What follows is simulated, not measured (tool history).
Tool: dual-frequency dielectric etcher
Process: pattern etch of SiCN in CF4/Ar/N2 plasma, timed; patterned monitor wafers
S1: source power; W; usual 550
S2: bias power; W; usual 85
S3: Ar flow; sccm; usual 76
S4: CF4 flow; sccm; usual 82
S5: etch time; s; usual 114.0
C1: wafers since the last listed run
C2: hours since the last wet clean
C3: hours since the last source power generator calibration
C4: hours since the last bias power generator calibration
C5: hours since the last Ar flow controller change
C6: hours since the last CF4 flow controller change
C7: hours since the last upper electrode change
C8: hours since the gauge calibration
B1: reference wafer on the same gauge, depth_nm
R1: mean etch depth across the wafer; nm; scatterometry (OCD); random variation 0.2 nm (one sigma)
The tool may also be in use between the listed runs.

run	hour	S1	S2	S3	S4	S5	C1	C2	C3	C4	C5	C6	C7	C8	B1	R1
1	0.0	460	85	81	82	114.0	0	341.4	2367.3	2974.1	2425.6	4953.3	5418.5	372.8	113.0	122.2
2	15.2	460	85	81	82	114.0	163	356.6	2382.5	2989.3	2440.8	4968.5	5433.7	388.0	113.0	122.3
3	25.7	550	85	76	82	114.0	113	367.1	2393.0	2999.8	2451.3	4979.0	5444.2	398.5	113.0	136.9
# hour 29.5: gauge calibrated
# hour 58.5: bias power generator calibrated
# hour 61.0: wet clean of the chamber
4	61.5	550	85	76	82	114.0	315	0.5	2428.8	3.0	2487.1	5014.8	5480.0	32.0	113.0	133.8
5	61.9	550	85	76	72	114.0	4	0.9	2429.2	3.4	2487.5	5015.2	5480.4	32.4	113.1	132.1
6	67.5	550	85	76	72	114.0	60	6.5	2434.8	9.0	2493.1	5020.8	5486.0	38.0	113.0	131.8
7	79.3	550	97	76	82	87.0	127	18.3	2446.6	20.8	2504.9	5032.6	5497.8	49.8	113.0	109.2
8	96.6	550	85	76	82	114.0	186	35.6	2463.9	38.1	2522.2	5049.9	5515.1	67.1	113.1	134.1
# hour 105.5: source power generator calibrated
9	106.0	550	85	76	82	114.0	58	45.0	0.5	47.5	2531.6	5059.3	5524.5	76.5	113.0	134.3
10	117.1	630	103	76	82	114.0	119	56.1	11.6	58.6	2542.7	5070.4	5535.6	87.6	113.0	160.4
11	125.3	480	85	76	82	114.0	88	64.3	19.8	66.8	2550.9	5078.6	5543.8	95.8	113.0	123.8
# hour 131.8: CF4 flow controller replaced
# hour 139.3: Ar flow controller replaced
12	140.1	610	85	65	82	144.0	30	79.1	34.6	81.6	0.8	8.3	5558.6	110.6	113.0	184.3
13	150.6	550	85	76	82	114.0	113	89.6	45.1	92.1	11.3	18.8	5569.1	121.1	113.0	134.8
# hour 180.8: upper electrode replaced
14	181.3	550	85	76	89	114.0	72	120.3	75.8	122.8	42.0	49.5	0.5	151.8	113.0	135.8
15	181.7	640	85	76	100	114.0	4	120.7	76.2	123.2	42.4	49.9	0.9	152.2	113.1	151.6
16	182.0	590	93	95	62	114.0	3	121.0	76.5	123.5	42.7	50.2	1.2	152.5	113.0	138.6
17	197.3	610	85	84	76	105.0	164	136.3	91.8	138.8	58.0	65.5	16.5	167.8	113.0	129.4
18	211.4	550	99	68	82	114.0	151	150.4	105.9	152.9	72.1	79.6	30.6	181.9	113.0	147.1
19	226.7	650	85	76	82	114.0	164	165.7	121.2	168.2	87.4	94.9	45.9	197.2	113.0	149.4
20	264.8	550	85	85	82	114.0	410	203.8	159.3	206.3	125.5	133.0	84.0	235.3	113.0	133.8

5 ways to go on from here, each from the tool as it stands after run 20. What would each give?
A	265.2	550	85	59	82	114.0	4	204.2	159.7	206.7	125.9	133.4	84.4	235.7	?	?
B	265.2	430	95	62	82	104.5	4	204.2	159.7	206.7	125.9	133.4	84.4	235.7	?	?
C	265.2	550	65	61	89	80.5	4	204.2	159.7	206.7	125.9	133.4	84.4	235.7	?	?
D	265.2	550	92	76	82	114.0	4	204.2	159.7	206.7	125.9	133.4	84.4	235.7	?	?
E	265.2	550	85	58	82	114.0	4	204.2	159.7	206.7	125.9	133.4	84.4	235.7	?	?

run	B1	R1
A	113.0	138.6
B	113.0	115.9
C	113.0	85.9
D	113.0	140.7
E	113.0	138.8
Without the tool's hidden state the same runs would have given:
run	R1
A	137.5
B	115.0
C	85.2
D	139.6
E	137.7
